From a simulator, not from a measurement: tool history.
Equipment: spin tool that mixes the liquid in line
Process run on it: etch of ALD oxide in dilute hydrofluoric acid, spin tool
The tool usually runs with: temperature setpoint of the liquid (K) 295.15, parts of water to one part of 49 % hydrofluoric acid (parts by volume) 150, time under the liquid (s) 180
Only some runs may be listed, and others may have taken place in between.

| run | day | temperature setpoint of the liquid (K) | parts of water to one part of 49 % hydrofluoric acid (parts by volume) | time under the liquid (s) | read-back film thickness of the ALD oxide reference wafer, read on the same gauge (nm) | thickness taken off the ALD oxide on a monitor wafer (Å) |
|---|---|---|---|---|---|---|
| 1 | 0 | 295.15 | 150 | 180 | 149.99 | 121 |
| 2 | 0.729 | 295.15 | 150 | 235 | 150.02 | 158.3 |
| 3 | 1.346 | 295.15 | 150 | 180 | 149.99 | 123.7 |
| 4 | 1.788 | 291.15 | 150 | 255 | 149.99 | 145.8 |
| 5 | 2.242 | 291.15 | 150 | 255 | 150.01 | 147.3 |
| 6 | 2.667 | 295.15 | 150 | 250 | 150.01 | 170.6 |
| 7 | 3.379 | 295.15 | 150 | 250 | 150.02 | 168.7 |
| 8 | 3.833 | 295.15 | 150 | 250 | 150.02 | 169.8 |
|  | 4.542 | thermometer replaced |
| 9 | 5.617 | 293.65 | 150 | 180 | 150 | 108 |
|  | 6.154 | gauge calibrated |
| 10 | 6.342 | 293.65 | 150 | 180 | 150 | 108.6 |
| 11 | 6.75 | 293.65 | 150 | 180 | 149.95 | 107.7 |
| 12 | 7.3 | 295.15 | 150 | 180 | 150.02 | 114.2 |
| 13 | 7.917 | 295.15 | 150 | 180 | 150 | 114.5 |
| 14 | 8.533 | 295.15 | 150 | 180 | 150 | 112.9 |
| 15 | 9 | 295.15 | 150 | 180 | 150.03 | 114 |
| 16 | 9.467 | 295.15 | 80 | 260 | 150 | 335.3 |
| 17 | 10.062 | 292.15 | 190 | 95 | 150.05 | 40.3 |
|  | 10.133 | thermometer replaced, repeated, since the last time left the tool worse |
| 18 | 10.412 | 295.15 | 150 | 180 | 150 | 128.8 |
| 19 | 10.867 | 295.15 | 150 | 180 | 150 | 129.2 |
| 20 | 11.3 | 291.65 | 195 | 100 | 150.03 | 46.1 |
| 21 | 12.046 | 295.15 | 150 | 210 | 149.98 | 151.9 |
|  | 12.729 | hydrofluoric acid flow meter replaced |
| 22 | 12.75 | 295.15 | 120 | 245 | 149.99 | 228 |
| 23 | 13.392 | 299.65 | 150 | 180 | 150.02 | 153.3 |
| 24 | 14.108 | 295.15 | 115 | 180 | 150.01 | 177.1 |
| 25 | 14.838 | 295.15 | 150 | 180 | 149.96 | 129 |
| 26 | 15.583 | 295.15 | 150 | 150 | 150.01 | 108.6 |
| 27 | 16.004 | 296.65 | 150 | 275 | 150 | 210.6 |
| 28 | 16.412 | 296.65 | 115 | 135 | 149.97 | 137.6 |
| 29 | 17.033 | 295.15 | 190 | 270 | 149.96 | 144.3 |
| 30 | 17.538 | 298.15 | 180 | 105 | 149.96 | 67.8 |
| 31 | 18.083 | 293.65 | 195 | 180 | 150 | 89.2 |
| 32 | 18.338 | 295.15 | 150 | 180 | 149.96 | 129.5 |
| 33 | 19.896 | 295.15 | 95 | 125 | 150 | 149.1 |
| 34 | 20.458 | 292.15 | 110 | 180 | 150 | 161.9 |
| 35 | 20.875 | 293.65 | 185 | 260 | 150 | 139 |

3 ways to go on from here, each from the tool as it stands after run 35. What would each give?
| A | 20.896 | 295.15 | 150 | 180 | ? | ? |
| B | 20.896 | 293.15 | 200 | 115 | ? | ? |
| C | 20.896 | 292.65 | 80 | 180 | ? | ? |

| run | read-back film thickness of the ALD oxide reference wafer, read on the same gauge (nm) | thickness taken off the ALD oxide on a monitor wafer (Å) |
|---|---|---|
| A | 150 | 128.8 |
| B | 150 | 54.2 |
| C | 150 | 235.7 |
Take away the tool's hidden state, keep each run's random variation, and the runs would have read:
| run | thickness taken off the ALD oxide on a monitor wafer (Å) |
|---|---|
| A | 130.6 |
| B | 55 |
| C | 239.3 |
